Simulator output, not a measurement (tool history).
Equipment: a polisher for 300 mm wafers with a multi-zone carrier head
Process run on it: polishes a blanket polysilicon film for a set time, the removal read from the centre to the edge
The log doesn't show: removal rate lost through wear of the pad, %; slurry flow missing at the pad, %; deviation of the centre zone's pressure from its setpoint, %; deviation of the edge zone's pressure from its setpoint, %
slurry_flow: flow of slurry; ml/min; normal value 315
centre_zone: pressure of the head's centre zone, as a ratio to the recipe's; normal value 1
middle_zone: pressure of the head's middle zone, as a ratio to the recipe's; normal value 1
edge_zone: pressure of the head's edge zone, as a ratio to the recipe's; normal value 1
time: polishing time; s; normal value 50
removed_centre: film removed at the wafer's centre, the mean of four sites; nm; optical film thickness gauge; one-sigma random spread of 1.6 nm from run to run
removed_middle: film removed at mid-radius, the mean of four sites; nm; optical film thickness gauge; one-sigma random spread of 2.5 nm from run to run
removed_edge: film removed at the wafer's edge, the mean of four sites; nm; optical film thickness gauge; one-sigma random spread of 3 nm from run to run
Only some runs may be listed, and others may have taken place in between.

run	hour	slurry_flow	centre_zone	middle_zone	edge_zone	time	wafers since the last listed run	wafers polished on this pad	hours since the slurry nozzle was cleaned	hours since the centre zone pressure was calibrated	hours since the edge zone pressure was calibrated	hours since the carrier head's membrane was replaced	incoming thickness of the incoming film, nm	removed_centre	removed_middle	removed_edge
1	0	315	1	1	1	50	0	227	193.3	43.6	1217	2070	2191.1	230.3	229.7	224.1
2	13.9	315	0.93	1	1	50	187	415	207.2	57.5	1230.9	2083.9	2178.7	219.6	222.8	225.7
3	32	315	0.93	1	1	50	243	658	225.3	75.6	1249	2102	2227.5	215.2	222.1	223.9
4	47.2	410	1	1	1	59	204	863	240.5	90.8	1264.2	2117.2	2187.7	267.3	267.6	264.8
5	57.8	315	1	1	1	50	142	1006	251.1	101.4	1274.8	2127.8	2155.4	222	217.3	214.8
# hour 68.2: worn pad replaced by a new one
# hour 77.5: carrier head's membrane replaced by a new one
6	78	260	1	0.94	0.9	64	150	64	271.3	121.6	1295	0.5	2190.4	295.5	279.1	275.5
7	91.3	315	1	1	1	37	179	243	284.6	134.9	1308.3	13.8	2223.6	171.6	169.1	167.4
8	99.1	315	0.88	1.04	1	50	105	348	292.4	142.7	1316.1	21.6	2195.3	208.5	229.2	223.7
9	110.2	370	0.96	0.97	1	67	149	498	303.5	153.8	1327.2	32.7	2208	297.7	293.8	309.6
# hour 112.9: edge zone pressure recalibrated
10	128	315	1	1	1	50	212	711	321.3	171.6	15.1	50.5	2195.7	219.8	216.7	221.4
11	137.5	380	1.11	1.08	1	42	127	839	330.8	181.1	24.6	60	2178.1	202.7	200.8	187
12	154.8	315	1	1	1	50	233	1072	348.1	198.4	41.9	77.3	2214	215.9	213.5	220
13	168.8	395	1	1	1	38	188	1260	362.1	212.4	55.9	91.3	2184.2	165.7	164.5	163.5
# hour 175.3: worn pad replaced by a new one
14	181.4	315	1	1	1	50	115	82	374.7	225	68.5	103.9	2181.2	226.3	221.6	230.2
# hour 185.1: slurry nozzle cleaned
15	198.2	315	1.07	1	1.1	55	212	295	13.1	241.8	85.3	120.7	2190.2	273.4	259.9	260.8
16	214.6	385	0.94	0.96	1	34	220	516	29.5	258.2	101.7	137.1	2160.3	156.2	154.9	159.2
17	232.1	315	1	1	1	50	235	752	47	275.7	119.2	154.6	2186.8	231.4	226.2	232.3
18	244.7	385	1.06	1	1.08	37	169	921	59.6	288.3	131.8	167.2	2203.8	178.2	167.8	177.7
19	257.2	315	1	1.04	1	50	168	1090	72.1	300.8	144.3	179.7	2176.3	226.2	231.2	222.9
20	273.6	205	0.94	1	1	50	220	1311	88.5	317.2	160.7	196.1	2148.9	206.5	215.1	212.4
# hour 277.7: worn pad replaced by a new one
21	287	410	1	0.96	1.05	34	126	125	101.9	330.6	174.1	209.5	2207	165.5	155.6	162.6

What if the next run were any one of these 5? Each begins from the tool's condition after run 21:
A	287.4	315	1	1	1	63	5	131	102.3	331	174.5	209.9	2146.7	?	?	?
B	287.4	380	1	0.95	1.05	50	5	131	102.3	331	174.5	209.9	2146.7	?	?	?
C	287.4	315	1	1	1.12	50	5	131	102.3	331	174.5	209.9	2146.7	?	?	?
D	287.4	370	0.94	0.96	1	58	5	131	102.3	331	174.5	209.9	2146.7	?	?	?
E	287.4	285	0.97	0.89	1	66	5	131	102.3	331	174.5	209.9	2146.7	?	?	?

run	removed_centre	removed_middle	removed_edge
A	298.9	289.8	294.2
B	240.8	224.1	241.7
C	237.2	229.9	246.6
D	267.7	261.6	273.5
E	303.9	275.1	306.8
What these runs would have given with no unlogged condition in the tool:
run	removed_centre	removed_middle	removed_edge
A	304.2	294.8	299
B	244.9	227.8	245.5
C	241.5	233.9	250.6
D	272.3	266	277.8
E	309.5	280	311.8

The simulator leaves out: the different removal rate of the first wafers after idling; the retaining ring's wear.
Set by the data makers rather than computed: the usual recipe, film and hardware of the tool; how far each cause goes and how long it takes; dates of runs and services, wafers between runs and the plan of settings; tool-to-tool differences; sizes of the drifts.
